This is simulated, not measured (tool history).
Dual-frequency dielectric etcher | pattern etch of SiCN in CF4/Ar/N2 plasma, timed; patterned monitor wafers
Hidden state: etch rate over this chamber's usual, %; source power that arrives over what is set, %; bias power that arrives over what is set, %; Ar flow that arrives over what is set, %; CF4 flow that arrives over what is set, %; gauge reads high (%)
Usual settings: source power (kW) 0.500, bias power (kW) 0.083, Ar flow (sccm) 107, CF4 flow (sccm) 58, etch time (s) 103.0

run	hour	source power (kW)	bias power (kW)	Ar flow (sccm)	CF4 flow (sccm)	etch time (s)	wafers since the last listed run	hours since the last wet clean	hours since the last source power generator calibration	hours since the last bias power generator calibration	hours since the last Ar flow controller change	hours since the last CF4 flow controller change	hours since the last upper electrode change	hours since the gauge calibration	read-back reference wafer on the same gauge, depth_nm	mean etch depth across the wafer (nm)
1	0.0	0.590	0.083	107	58	103.0	0	156.5	29.9	3869.0	3563.0	19.6	48.3	36.7	96.1	112.5
2	61.1	0.500	0.101	88	58	89.0	581	217.6	91.0	3930.1	3624.1	80.7	109.4	97.8	96.4	93.8
3	82.3	0.420	0.062	127	58	119.5	201	238.8	112.2	3951.3	3645.3	101.9	130.6	119.0	96.3	80.1
4	98.7	0.500	0.065	94	63	103.0	155	255.2	128.6	3967.7	3661.7	118.3	147.0	135.4	96.6	89.9
5	123.4	0.500	0.083	107	58	103.0	234	279.9	153.3	3992.4	3686.4	143.0	171.7	160.1	96.1	96.6
6	144.0	0.410	0.102	107	58	103.0	195	300.5	173.9	4013.0	3707.0	163.6	192.3	180.7	96.3	88.2
# hour 166.4: Ar flow controller replaced
7	166.9	0.500	0.083	134	58	82.0	160	323.4	196.8	4035.9	0.5	186.5	215.2	203.6	96.3	73.9
8	184.1	0.500	0.090	129	58	103.0	163	340.6	214.0	4053.1	17.7	203.7	232.4	220.8	96.1	97.1
9	203.9	0.500	0.083	125	58	103.0	188	360.4	233.8	4072.9	37.5	223.5	252.2	240.6	96.3	93.4
# hour 217.9: bias power generator calibrated
10	235.3	0.500	0.083	107	70	103.0	260	391.8	265.2	17.4	68.9	254.9	283.6	272.0	96.1	98.9
11	264.0	0.500	0.083	107	58	103.0	272	420.5	293.9	46.1	97.6	283.6	312.3	300.7	96.2	95.5
12	286.8	0.500	0.083	114	58	103.0	216	443.3	316.7	68.9	120.4	306.4	335.1	323.5	96.3	95.1
# hour 317.3: wet clean of the chamber
13	317.8	0.430	0.083	125	63	103.0	66	0.5	347.7	99.9	151.4	337.4	366.1	354.5	96.3	84.1
14	339.9	0.500	0.083	107	58	103.0	210	22.6	369.8	122.0	173.5	359.5	388.2	376.6	96.3	98.1
15	360.6	0.420	0.097	83	58	129.0	196	43.3	390.5	142.7	194.2	380.2	408.9	397.3	96.4	115.4
16	374.4	0.580	0.095	107	58	103.0	131	57.1	404.3	156.5	208.0	394.0	422.7	411.1	96.3	119.7
17	392.1	0.430	0.083	94	46	103.0	168	74.8	422.0	174.2	225.7	411.7	440.4	428.8	96.3	83.7
18	408.6	0.530	0.065	107	58	85.5	156	91.3	438.5	190.7	242.2	428.2	456.9	445.3	96.4	76.5
19	426.2	0.500	0.065	107	58	103.0	167	108.9	456.1	208.3	259.8	445.8	474.5	462.9	96.3	87.9
20	461.4	0.500	0.083	107	58	103.0	334	144.1	491.3	243.5	295.0	481.0	509.7	498.1	96.2	98.1
21	483.4	0.500	0.083	94	68	122.5	209	166.1	513.3	265.5	317.0	503.0	531.7	520.1	96.2	121.4

4 ways to go on from here, each from the tool as it stands after run 21. What would each give?
A	483.8	0.500	0.083	107	58	103.0	3	166.5	513.7	265.9	317.4	503.4	532.1	520.5	?	?
B	483.8	0.500	0.070	89	58	103.0	3	166.5	513.7	265.9	317.4	503.4	532.1	520.5	?	?
C	483.8	0.500	0.083	116	58	103.0	3	166.5	513.7	265.9	317.4	503.4	532.1	520.5	?	?
D	483.8	0.420	0.073	107	51	112.5	3	166.5	513.7	265.9	317.4	503.4	532.1	520.5	?	?

run	read-back reference wafer on the same gauge, depth_nm	mean etch depth across the wafer (nm)
A	96.2	97.7
B	96.2	93.8
C	96.2	96.4
D	96.2	83.7
Without the tool's hidden state the same runs would have given:
run	mean etch depth across the wafer (nm)
A	98.9
B	94.9
C	97.6
D	84.7
